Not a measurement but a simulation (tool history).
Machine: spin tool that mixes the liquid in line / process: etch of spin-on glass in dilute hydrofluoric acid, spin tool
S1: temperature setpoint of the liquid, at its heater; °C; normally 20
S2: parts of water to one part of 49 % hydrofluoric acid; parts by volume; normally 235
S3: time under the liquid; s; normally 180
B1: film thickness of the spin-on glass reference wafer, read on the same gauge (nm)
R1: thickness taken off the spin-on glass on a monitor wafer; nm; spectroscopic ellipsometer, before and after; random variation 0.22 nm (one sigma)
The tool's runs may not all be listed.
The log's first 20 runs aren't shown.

Run 21, hour 590.4: usual settings but S2 120 parts by volume, S3 100 s; B1 130.02. Result: R1 28.57 nm.
Run 22, hour 618: usual settings but S1 17 °C; B1 129.99. Result: R1 20.76 nm.
Run 23, hour 644.2: usual settings but S2 155 parts by volume; B1 130.03. Result: R1 38.27 nm.
Run 24, hour 675.4: usual settings but S2 200 parts by volume, S3 220 s; B1 130. Result: R1 34.3 nm.
Run 25, hour 696.9: usual settings; B1 129.98. Result: R1 23.19 nm.
Run 26, hour 716.4: usual settings but S2 300 parts by volume; B1 130. Result: R1 17.19 nm.
At hour 720.4: hydrofluoric acid flow meter replaced.
Run 27, hour 730.3: usual settings but S2 305 parts by volume; B1 130. Result: R1 17.34 nm.
Run 28, hour 744.2: usual settings but S1 24 °C, S2 150 parts by volume, S3 135 s; B1 130.01. Result: R1 36.13 nm.
Run 29, hour 827.3: usual settings but S2 290 parts by volume; B1 130.02. Result: R1 18.71 nm.
Run 30, hour 862.3: usual settings but S1 21.5 °C, S2 185 parts by volume, S3 265 s; B1 130.05. Result: R1 49.33 nm.
Run 31, hour 886.3: usual settings but S1 22 °C, S2 265 parts by volume; B1 130.01. Result: R1 22.48 nm.
Run 32, hour 919.3: usual settings but S1 24 °C, S2 340 parts by volume, S3 270 s; B1 130. Result: R1 25.6 nm.
Run 33, hour 947.9: usual settings; B1 130.03. Result: R1 23.75 nm.
Run 34, hour 969.6: usual settings but S2 340 parts by volume; B1 130.02. Result: R1 15.09 nm.

Here are 4 independent what-if runs from the current tool condition. What would each one return?
Run A, hour 970.1: usual settings; B1 ?. Result: R1 ?.
Run B, hour 970.1: usual settings but S3 110 s; B1 ?. Result: R1 ?.
Run C, hour 970.1: usual settings but S1 17 °C, S2 125 parts by volume; B1 ?. Result: R1 ?.
Run D, hour 970.1: usual settings but S1 18.5 °C, S3 235 s; B1 ?. Result: R1 ?.

run      B1     R1
  A  129.98   23.8
  B  129.98  14.54
  C  129.98  44.25
  D  129.98  29.35
Without the tool's unlogged condition, the same runs would have read:
run     R1
  A  24.16
  B  14.76
  C  44.86
  D  29.78
